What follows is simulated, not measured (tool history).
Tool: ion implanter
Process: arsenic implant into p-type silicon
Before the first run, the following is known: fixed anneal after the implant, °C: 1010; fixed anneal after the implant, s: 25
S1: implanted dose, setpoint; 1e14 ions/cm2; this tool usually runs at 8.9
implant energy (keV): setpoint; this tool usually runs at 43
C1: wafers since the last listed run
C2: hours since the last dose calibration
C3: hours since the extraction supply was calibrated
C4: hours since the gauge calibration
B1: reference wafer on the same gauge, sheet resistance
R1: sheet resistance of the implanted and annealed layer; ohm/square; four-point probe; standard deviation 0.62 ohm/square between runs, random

run 1 hour=0 | S1=7.69 implant_energy_(keV)=43 | C1=0 C2=730.8 C3=5303.4 C4=724.8 | B1=146.02 | R1=148.76
-- hour=49.9 gauge calibrated
run 2 hour=70.2 | S1=7.18 implant_energy_(keV)=43 | C1=1502 C2=801 C3=5373.6 C4=20.3 | B1=146.07 | R1=155.37
run 3 hour=123.9 | S1=7.18 implant_energy_(keV)=43 | C1=1149 C2=854.7 C3=5427.3 C4=74 | B1=146 | R1=154
run 4 hour=168.3 | S1=7.19 implant_energy_(keV)=54 | C1=950 C2=899.1 C3=5471.7 C4=118.4 | B1=146.06 | R1=149.64
run 5 hour=203.9 | S1=8.9 implant_energy_(keV)=43 | C1=761 C2=934.7 C3=5507.3 C4=154 | B1=146.01 | R1=131.51
run 6 hour=274.2 | S1=8.9 implant_energy_(keV)=43 | C1=1504 C2=1005 C3=5577.6 C4=224.3 | B1=145.91 | R1=132.33
run 7 hour=299.6 | S1=8.9 implant_energy_(keV)=43 | C1=543 C2=1030.4 C3=5603 C4=249.7 | B1=146.05 | R1=131.55
run 8 hour=334.9 | S1=6.81 implant_energy_(keV)=43 | C1=755 C2=1065.7 C3=5638.3 C4=285 | B1=145.89 | R1=160.71
run 9 hour=403.1 | S1=9.6 implant_energy_(keV)=39.5 | C1=1459 C2=1133.9 C3=5706.5 C4=353.2 | B1=145.98 | R1=126.31
run 10 hour=440.3 | S1=9.6 implant_energy_(keV)=39.5 | C1=796 C2=1171.1 C3=5743.7 C4=390.4 | B1=146.11 | R1=125.6
-- hour=484.4 extraction supply calibrated
-- hour=498.6 Faraday cup replaced and dose calibrated
run 11 hour=571.7 | S1=7.69 implant_energy_(keV)=48.5 | C1=2469 C2=73.1 C3=87.3 C4=521.8 | B1=146.11 | R1=146.59
run 12 hour=602.4 | S1=8.9 implant_energy_(keV)=51.5 | C1=657 C2=103.8 C3=118 C4=552.5 | B1=145.97 | R1=129.45
-- hour=655.6 gauge calibrated
run 13 hour=665.4 | S1=7.64 implant_energy_(keV)=55.5 | C1=1348 C2=166.8 C3=181 C4=9.8 | B1=146.02 | R1=144.03
run 14 hour=696.3 | S1=11.52 implant_energy_(keV)=28 | C1=661 C2=197.7 C3=211.9 C4=40.7 | B1=146.03 | R1=123.58
run 15 hour=756.7 | S1=11.4 implant_energy_(keV)=56 | C1=1292 C2=258.1 C3=272.3 C4=101.1 | B1=145.95 | R1=107.48
run 16 hour=794.1 | S1=11.45 implant_energy_(keV)=51 | C1=800 C2=295.5 C3=309.7 C4=138.5 | B1=146.05 | R1=108.01
run 17 hour=822.2 | S1=7.81 implant_energy_(keV)=39 | C1=601 C2=323.6 C3=337.8 C4=166.6 | B1=145.95 | R1=150.21
run 18 hour=859.1 | S1=6.81 implant_energy_(keV)=43 | C1=789 C2=360.5 C3=374.7 C4=203.5 | B1=146.02 | R1=163.67
run 19 hour=900.9 | S1=8.9 implant_energy_(keV)=32 | C1=894 C2=402.3 C3=416.5 C4=245.3 | B1=146.07 | R1=140.9
run 20 hour=925.4 | S1=8.9 implant_energy_(keV)=43 | C1=524 C2=426.8 C3=441 C4=269.8 | B1=145.92 | R1=133.69
run 21 hour=951.3 | S1=7.34 implant_energy_(keV)=52.5 | C1=554 C2=452.7 C3=466.9 C4=295.7 | B1=145.92 | R1=148.13

Alternative continuations, all from the tool just after run 21; predict every row:
run A hour=951.7 | S1=8.9 implant_energy_(keV)=28 | C1=8 C2=453.1 C3=467.3 C4=296.1 | B1=? | R1=?
run B hour=951.7 | S1=8.9 implant_energy_(keV)=50.5 | C1=8 C2=453.1 C3=467.3 C4=296.1 | B1=? | R1=?
run C hour=951.7 | S1=7.72 implant_energy_(keV)=43 | C1=8 C2=453.1 C3=467.3 C4=296.1 | B1=? | R1=?
run D hour=951.7 | S1=10.08 implant_energy_(keV)=51.5 | C1=8 C2=453.1 C3=467.3 C4=296.1 | B1=? | R1=?
run E hour=951.7 | S1=9.96 implant_energy_(keV)=57 | C1=8 C2=453.1 C3=467.3 C4=296.1 | B1=? | R1=?

run=A B1=145.88 R1=144.21
run=B B1=145.88 R1=129.96
run=C B1=145.88 R1=147.8
run=D B1=145.88 R1=118.59
run=E B1=145.88 R1=117.88
The same runs, with their run-to-run variation unchanged, on a tool lacking any hidden condition would have given:
run=A R1=144.91
run=B R1=130.64
run=C R1=148.6
run=D R1=119.19
run=E R1=118.49
